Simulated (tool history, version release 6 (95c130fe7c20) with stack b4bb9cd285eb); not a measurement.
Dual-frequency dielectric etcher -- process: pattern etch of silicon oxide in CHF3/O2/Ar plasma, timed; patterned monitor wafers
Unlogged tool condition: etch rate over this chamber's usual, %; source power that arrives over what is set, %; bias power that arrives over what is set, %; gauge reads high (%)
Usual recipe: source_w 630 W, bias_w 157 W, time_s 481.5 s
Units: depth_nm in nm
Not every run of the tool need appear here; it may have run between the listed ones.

| run | day | source_w | bias_w | time_s | wafers since the last listed run | hours since the last wet clean | hours since the last source power generator calibration | hours since the last bias power generator calibration | hours since the last upper electrode change | hours since the gauge calibration | read-back reference wafer on the same gauge, depth_nm | depth_nm |
|---|---|---|---|---|---|---|---|---|---|---|---|---|
| 1 | 0 | 630 | 157 | 590 | 0 | 409.1 | 4876.1 | 2695.2 | 5243.2 | 268.2 | 783.8 | 1190.9 |
| 2 | 0.696 | 700 | 133 | 481.5 | 81 | 425.8 | 4892.8 | 2711.9 | 5259.9 | 284.9 | 784.2 | 953.9 |
| 3 | 1.271 | 700 | 133 | 481.5 | 67 | 439.6 | 4906.6 | 2725.7 | 5273.7 | 298.7 | 783.9 | 955.8 |
| 4 | 1.604 | 630 | 157 | 391.5 | 39 | 447.6 | 4914.6 | 2733.7 | 5281.7 | 306.7 | 784 | 788.8 |
|  | 1.85 | bias power generator calibrated |
| 5 | 2.212 | 630 | 157 | 391.5 | 51 | 462.2 | 4929.2 | 8.7 | 5296.3 | 321.3 | 783.7 | 790.2 |
|  | 2.408 | source power generator calibrated |
| 6 | 2.625 | 630 | 157 | 391.5 | 28 | 472.1 | 5.2 | 18.6 | 5306.2 | 331.2 | 784.2 | 792.4 |
| 7 | 3.142 | 750 | 157 | 481.5 | 60 | 484.5 | 17.6 | 31 | 5318.6 | 343.6 | 784.1 | 1040 |
| 8 | 3.538 | 750 | 157 | 481.5 | 46 | 494 | 27.1 | 40.5 | 5328.1 | 353.1 | 784.2 | 1041.9 |
|  | 4.021 | gauge calibrated |
| 9 | 4.521 | 750 | 157 | 481.5 | 115 | 517.6 | 50.7 | 64.1 | 5351.7 | 12 | 784.3 | 1037.7 |
|  | 5.821 | wet clean of the chamber |
| 10 | 5.838 | 630 | 143 | 376.5 | 37 | 0.4 | 82.3 | 95.7 | 5383.3 | 43.6 | 783.8 | 729 |
| 11 | 6.396 | 630 | 157 | 481.5 | 65 | 13.8 | 95.7 | 109.1 | 5396.7 | 57 | 783.8 | 965.8 |
| 12 | 6.988 | 510 | 176 | 435 | 69 | 28 | 109.9 | 123.3 | 5410.9 | 71.2 | 784 | 835.1 |
| 13 | 7.625 | 630 | 157 | 481.5 | 74 | 43.3 | 125.2 | 138.6 | 5426.2 | 86.5 | 784.2 | 964.2 |
| 14 | 7.904 | 710 | 193 | 380 | 32 | 50 | 131.9 | 145.3 | 5432.9 | 93.2 | 783.9 | 853.8 |
| 15 | 8.404 | 470 | 139 | 338 | 58 | 62 | 143.9 | 157.3 | 5444.9 | 105.2 | 783.8 | 580.4 |
|  | 10.454 | upper electrode replaced |
| 16 | 10.475 | 690 | 119 | 611 | 125 | 111.7 | 193.6 | 207 | 0.5 | 154.9 | 783.6 | 1156.7 |
| 17 | 10.492 | 720 | 157 | 555 | 1 | 112.1 | 194 | 207.4 | 0.9 | 155.3 | 784.2 | 1169.7 |
| 18 | 10.721 | 630 | 134 | 481.5 | 26 | 117.6 | 199.5 | 212.9 | 6.4 | 160.8 | 783.9 | 914.8 |
| 19 | 11.071 | 780 | 157 | 481.5 | 41 | 126 | 207.9 | 221.3 | 14.8 | 169.2 | 783.8 | 1045.2 |
| 20 | 11.433 | 550 | 141 | 361.5 | 42 | 134.7 | 216.6 | 230 | 23.5 | 177.9 | 783.7 | 665.1 |

Run 21 comes next. What will it give?
| 21 | 11.712 | 630 | 157 | 613.5 | 32 | 141.4 | 223.3 | 236.7 | 30.2 | 184.6 | ? | ? |

read-back reference wafer on the same gauge, depth_nm: 784.2
depth_nm: 1230 nm
With the hidden condition absent and the run-to-run variation left alone, this run would have shown depth_nm 1224.6 nm.
